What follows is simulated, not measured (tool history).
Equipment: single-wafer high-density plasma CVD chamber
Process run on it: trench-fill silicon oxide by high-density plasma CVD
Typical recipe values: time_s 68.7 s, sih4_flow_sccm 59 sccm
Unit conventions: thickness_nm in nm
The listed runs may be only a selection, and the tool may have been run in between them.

run	hour	time_s	sih4_flow_sccm	wafers since the last listed run	hours since the silane flow controller was replaced	hours since the gauge calibration	read-back reference wafer on the same gauge, thickness_nm	thickness_nm
1	0	68.7	59	0	591.7	1755.2	461.238	438.471
2	55	68.7	59	1124	646.7	1810.2	460.973	437.854
3	100.5	68.7	59	930	692.2	1855.7	460.85	438.563
4	202.4	68.7	59	2083	794.1	1957.6	460.803	438.608
5	296.4	60.4	59	1922	888.1	2051.6	460.965	385.297
6	400.9	68.7	59	2136	992.6	2156.1	460.928	438.417
7	492.8	68.7	59	1879	1084.5	2248	460.833	438.497
8	558.1	68.7	59	1335	1149.8	2313.3	461.195	438.418
9	656.7	68.7	59	2016	1248.4	2411.9	461.155	438.571
10	943.2	68.7	59	5858	1534.9	2698.4	460.866	435.527
11	1013.8	68.7	59	1443	1605.5	2769	460.877	436.7
12	1085.7	68.7	55	1470	1677.4	2840.9	461.1	421.579
13	1138	68.7	59	1069	1729.7	2893.2	461.018	437.986
14	1243.2	68.7	59	2151	1834.9	2998.4	460.862	437.091
15	1327.9	68.7	59	1731	1919.6	3083.1	460.961	437.457
16	1429.8	68.7	59	2083	2021.5	3185	461.137	436.677
17	1490.2	68.7	59	1235	2081.9	3245.4	461.052	436.855
# hour 1535.2: gauge calibrated
18	1577.6	71.7	59	1787	2169.3	42.4	460.836	455.834
19	1625.9	71.7	59	987	2217.6	90.7	461.081	454.886
20	1669	68.7	59	881	2260.7	133.8	461.052	436.035
21	1759.6	68.7	59	1852	2351.3	224.4	460.864	434.096
22	1866.4	68.7	59	2183	2458.1	331.2	461.33	434.648
23	1926.4	81	52	1226	2518.1	391.2	461.17	479.675
24	2004.6	73.9	48	1598	2596.3	469.4	461.048	420.32
25	2181.8	60.8	52	3623	2773.5	646.6	461.081	361.129
# hour 2226.3: silane flow controller replaced
26	2251.8	58.1	54	1267	25.5	716.6	461.167	355.62
27	2312.6	68.7	59	1243	86.3	777.4	461.102	438.569
28	2391.1	77.1	63	1605	164.8	855.9	461.196	508.504
29	2440.4	82.2	49	1008	214.1	905.2	460.579	476.559
30	2601.4	68.7	59	3292	375.1	1066.2	461.006	440.594
31	2694	68.7	65	1893	467.7	1158.8	461.06	463.378
32	2748.8	82.2	51	1120	522.5	1213.6	460.788	486.184
33	3067.7	77.7	68	6520	841.4	1532.5	460.908	534.287
34	3127.5	68.7	62	1222	901.2	1592.3	461.203	450.436
35	3209.4	68.7	65	1674	983.1	1674.2	460.83	461.093
36	3249.5	68.7	59	819	1023.2	1714.3	461.04	438.895
37	3292.1	72.8	63	871	1065.8	1756.9	460.938	481.962
38	3394	62.1	59	2083	1167.7	1858.8	460.579	397.778
39	3478.7	81.1	59	1731	1252.4	1943.5	460.918	517.302
40	3560.1	72.6	59	1664	1333.8	2024.9	461.155	463.414
41	3619.6	73.4	64	1216	1393.3	2084.4	461.128	489.074
42	3679.3	68.7	59	1220	1453	2144.1	460.808	439.33
43	3745.8	68.7	59	1359	1519.5	2210.6	460.908	437.724
44	3790.3	73.9	48	909	1564	2255.1	460.98	423.578
45	3852	80.6	66	1261	1625.7	2316.8	460.97	544.716

Hidden state or all else? Some run-to-run changes of thickness_nm, split into what the settings, what came in and random variation would give without the hidden state, and what is left for the hidden state (with any gauge scatter that isn't in both results):
Hidden conditions of the tool in this case: delivered silane flow above the setpoint (%); gauge reads high (%).
Run 9 -> 10: no setting changed, nothing entered. thickness_nm -3.044 nm: hidden state -0.482, all else -2.562.
Run 22 -> 23: time_s 68.7 -> 81, sih4_flow_sccm 59 -> 52. thickness_nm +45.027 nm: hidden state -0.584, all else +45.611.
Run 25 -> 26: time_s 60.8 -> 58.1, sih4_flow_sccm 52 -> 54, silane flow controller replaced. thickness_nm -5.509 nm: hidden state +4.176, all else -9.685.
Run 37 -> 38: time_s 72.8 -> 62.1, sih4_flow_sccm 63 -> 59. thickness_nm -84.184 nm: hidden state -0.059, all else -84.125.
Run 38 -> 39: time_s 62.1 -> 81.1. thickness_nm +119.524 nm: hidden state -0.282, all else +119.806.
Run 44 -> 45: time_s 73.9 -> 80.6, sih4_flow_sccm 48 -> 66. thickness_nm +121.138 nm: hidden state -0.47, all else +121.608.
